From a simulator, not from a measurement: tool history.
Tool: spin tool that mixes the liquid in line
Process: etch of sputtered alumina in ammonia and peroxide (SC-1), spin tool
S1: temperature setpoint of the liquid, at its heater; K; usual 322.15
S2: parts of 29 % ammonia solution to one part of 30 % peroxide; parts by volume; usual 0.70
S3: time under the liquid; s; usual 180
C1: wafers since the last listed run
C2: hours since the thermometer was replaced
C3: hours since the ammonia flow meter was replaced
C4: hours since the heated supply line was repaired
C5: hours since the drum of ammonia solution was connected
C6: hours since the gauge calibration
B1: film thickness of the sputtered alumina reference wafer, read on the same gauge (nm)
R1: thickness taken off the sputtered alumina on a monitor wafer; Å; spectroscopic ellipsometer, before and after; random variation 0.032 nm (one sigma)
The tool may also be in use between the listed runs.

run 1 hour=0.0 | S1=322.15 S2=0.60 S3=180 | C1=0 C2=397.2 C3=902.2 C4=1192.1 C5=77.8 C6=453.9 | B1=49.99 | R1=55.6
run 2 hour=104.9 | S1=317.65 S2=0.70 S3=180 | C1=677 C2=502.1 C3=1007.1 C4=1297.0 C5=182.7 C6=558.8 | B1=50.00 | R1=43.8
run 3 hour=159.2 | S1=322.15 S2=0.70 S3=180 | C1=350 C2=556.4 C3=1061.4 C4=1351.3 C5=237.0 C6=613.1 | B1=50.01 | R1=56.4
run 4 hour=261.0 | S1=322.15 S2=0.70 S3=120 | C1=657 C2=658.2 C3=1163.2 C4=1453.1 C5=338.8 C6=714.9 | B1=49.97 | R1=37.1
-- hour=294.9 new drum of ammonia solution connected
run 5 hour=343.5 | S1=322.15 S2=0.45 S3=180 | C1=526 C2=740.7 C3=1245.7 C4=1535.6 C5=48.6 C6=797.4 | B1=50.02 | R1=53.2
-- hour=356.2 ammonia flow meter replaced
run 6 hour=413.4 | S1=322.15 S2=0.70 S3=180 | C1=445 C2=810.6 C3=57.2 C4=1605.5 C5=118.5 C6=867.3 | B1=50.03 | R1=55.9
run 7 hour=509.5 | S1=322.15 S2=0.70 S3=180 | C1=621 C2=906.7 C3=153.3 C4=1701.6 C5=214.6 C6=963.4 | B1=50.01 | R1=55.2
run 8 hour=608.7 | S1=322.15 S2=0.70 S3=180 | C1=641 C2=1005.9 C3=252.5 C4=1800.8 C5=313.8 C6=1062.6 | B1=49.99 | R1=55.5
-- hour=634.1 thermometer replaced
run 9 hour=667.1 | S1=316.15 S2=0.95 S3=180 | C1=370 C2=33.0 C3=310.9 C4=1859.2 C5=372.2 C6=1121.0 | B1=50.02 | R1=40.3
-- hour=738.0 heated supply line repaired
-- hour=750.7 new drum of ammonia solution connected
run 10 hour=751.2 | S1=322.15 S2=0.70 S3=180 | C1=530 C2=117.1 C3=395.0 C4=13.2 C5=0.5 C6=1205.1 | B1=50.02 | R1=58.2
run 11 hour=827.8 | S1=322.15 S2=0.70 S3=180 | C1=495 C2=193.7 C3=471.6 C4=89.8 C5=77.1 C6=1281.7 | B1=50.04 | R1=58.0
run 12 hour=876.8 | S1=322.15 S2=0.70 S3=180 | C1=316 C2=242.7 C3=520.6 C4=138.8 C5=126.1 C6=1330.7 | B1=50.00 | R1=58.0
run 13 hour=924.2 | S1=313.65 S2=0.70 S3=90 | C1=306 C2=290.1 C3=568.0 C4=186.2 C5=173.5 C6=1378.1 | B1=50.06 | R1=17.8
run 14 hour=1086.0 | S1=322.15 S2=0.60 S3=75 | C1=1045 C2=451.9 C3=729.8 C4=348.0 C5=335.3 C6=1539.9 | B1=49.97 | R1=23.4
-- hour=1100.6 new drum of ammonia solution connected
run 15 hour=1139.1 | S1=314.15 S2=0.70 S3=180 | C1=336 C2=505.0 C3=782.9 C4=401.1 C5=38.5 C6=1593.0 | B1=50.05 | R1=36.6
run 16 hour=1244.7 | S1=322.15 S2=1.00 S3=150 | C1=682 C2=610.6 C3=888.5 C4=506.7 C5=144.1 C6=1698.6 | B1=50.03 | R1=49.2
run 17 hour=1316.6 | S1=313.65 S2=0.55 S3=70 | C1=464 C2=682.5 C3=960.4 C4=578.6 C5=216.0 C6=1770.5 | B1=50.04 | R1=13.2
-- hour=1329.0 gauge calibrated
run 18 hour=1371.7 | S1=322.15 S2=0.70 S3=225 | C1=356 C2=737.6 C3=1015.5 C4=633.7 C5=271.1 C6=42.7 | B1=49.98 | R1=71.1
-- hour=1451.1 ammonia flow meter replaced
run 19 hour=1456.2 | S1=328.15 S2=0.90 S3=85 | C1=539 C2=822.1 C3=5.1 C4=718.2 C5=355.6 C6=127.2 | B1=50.00 | R1=38.1
-- hour=1498.1 new drum of ammonia solution connected
-- hour=1522.4 thermometer replaced
run 20 hour=1558.9 | S1=322.15 S2=0.80 S3=180 | C1=650 C2=36.5 C3=107.8 C4=820.9 C5=60.8 C6=229.9 | B1=49.98 | R1=57.4
run 21 hour=1624.6 | S1=319.65 S2=0.95 S3=105 | C1=424 C2=102.2 C3=173.5 C4=886.6 C5=126.5 C6=295.6 | B1=50.01 | R1=29.3
run 22 hour=1726.9 | S1=322.15 S2=0.70 S3=180 | C1=661 C2=204.5 C3=275.8 C4=988.9 C5=228.8 C6=397.9 | B1=50.02 | R1=56.2
run 23 hour=1822.5 | S1=322.15 S2=0.70 S3=180 | C1=617 C2=300.1 C3=371.4 C4=1084.5 C5=324.4 C6=493.5 | B1=49.96 | R1=56.1
-- hour=1855.6 new drum of ammonia solution connected
run 24 hour=1861.0 | S1=322.15 S2=0.60 S3=215 | C1=242 C2=338.6 C3=409.9 C4=1123.0 C5=5.4 C6=532.0 | B1=50.01 | R1=65.4
run 25 hour=1931.7 | S1=322.15 S2=0.70 S3=180 | C1=456 C2=409.3 C3=480.6 C4=1193.7 C5=76.1 C6=602.7 | B1=50.05 | R1=56.2

The same runs without the tool's hidden state, with the same run-to-run variation:
The hidden state here: liquid hotter than its thermometer reads (K); ammonia flow below the setpoint (%); temperature lost on the way to the wafer (K); ammonia solution weaker than its label (%); gauge reads high (%).
run=1 R1=58.0
run=2 R1=45.9
run=3 R1=59.2
run=4 R1=39.0
run=5 R1=56.2
run=6 R1=59.1
run=7 R1=58.6
run=8 R1=59.1
run=9 R1=43.1
run=10 R1=59.0
run=11 R1=59.0
run=12 R1=59.1
run=13 R1=18.1
run=14 R1=24.0
run=15 R1=37.6
run=16 R1=50.7
run=17 R1=13.6
run=18 R1=73.6
run=19 R1=39.5
run=20 R1=59.8
run=21 R1=30.6
run=22 R1=58.9
run=23 R1=58.9
run=24 R1=68.7
run=25 R1=59.2
